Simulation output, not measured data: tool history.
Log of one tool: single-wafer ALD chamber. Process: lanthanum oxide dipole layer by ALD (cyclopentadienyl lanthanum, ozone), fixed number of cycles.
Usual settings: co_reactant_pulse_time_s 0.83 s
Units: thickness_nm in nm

run	day	co_reactant_pulse_time_s	read-back reference wafer on the same gauge, thickness_nm	thickness_nm
1	0	0.59	0.419	0.405
2	3.738	0.83	0.419	0.461
3	7.229	0.83	0.419	0.459
4	10.108	0.83	0.419	0.458
5	13.238	0.83	0.419	0.46
6	17.55	0.83	0.418	0.461
7	21.058	1.07	0.418	0.496
8	25.021	1.07	0.418	0.499
9	26.529	1.07	0.418	0.496
10	29.783	0.83	0.418	0.46
11	34.854	0.83	0.417	0.46
12	38.354	0.83	0.417	0.458
13	41.788	0.72	0.425	0.445
14	44.767	0.96	0.425	0.491
15	49.225	1.1	0.425	0.509
16	53.625	0.69	0.425	0.437
17	56.65	1.02	0.424	0.499
18	58.862	0.75	0.424	0.451
19	60.733	0.55	0.425	0.396
20	64.779	0.67	0.423	0.432
21	68.117	0.5	0.424	0.379
22	71.933	1.01	0.424	0.496
23	73.646	1.11	0.423	0.509
24	76.246	0.94	0.423	0.486
25	79.612	0.52	0.423	0.387
26	81.408	0.83	0.423	0.465
27	85.125	0.75	0.423	0.448
28	89.433	0.98	0.423	0.491
29	91.271	1.14	0.423	0.514
30	95.55	0.54	0.423	0.39
31	97.938	0.83	0.422	0.466
32	100.2	0.72	0.423	0.442
33	103.412	0.91	0.423	0.481

Taken out of this log: 7 entries between the listed runs. Where each belongs, and how the hidden state differs across it:
Between runs 2 and 3: ozone generator serviced (day 7.208)
  gauge reads high (%): -1.44 -> -1.48
  measured less the result without the state, thickness_nm: -0.007 -> -0.007 nm
Between runs 7 and 8: showerhead replaced (day 23.471)
  gauge reads high (%): -1.63 -> -1.67
  measured less the result without the state, thickness_nm: -0.009 -> -0.008 nm
Between runs 10 and 11: thermocouple changed; heater temperature recalibrated (day 34.833)
  gauge reads high (%): -1.72 -> -1.77
  measured less the result without the state, thickness_nm: -0.008 -> -0.009 nm
Between runs 12 and 13: gauge calibrated (day 39.742)
  gauge reads high (%): -1.81 -> 0.00993
  measured less the result without the state, thickness_nm: -0.009 -> +0 nm
Between runs 15 and 16: ozone generator serviced (day 53.512)
  gauge reads high (%): -0.0682 -> -0.114
  measured less the result without the state, thickness_nm: -0.001 -> +0 nm
Between runs 26 and 27: thermocouple changed; heater temperature recalibrated (day 84.15)
  gauge reads high (%): -0.406 -> -0.445
  measured less the result without the state, thickness_nm: -0.002 -> -0.002 nm
Between runs 28 and 29: ozone generator serviced (day 89.788)
  gauge reads high (%): -0.49 -> -0.51
  measured less the result without the state, thickness_nm: -0.002 -> -0.003 nm
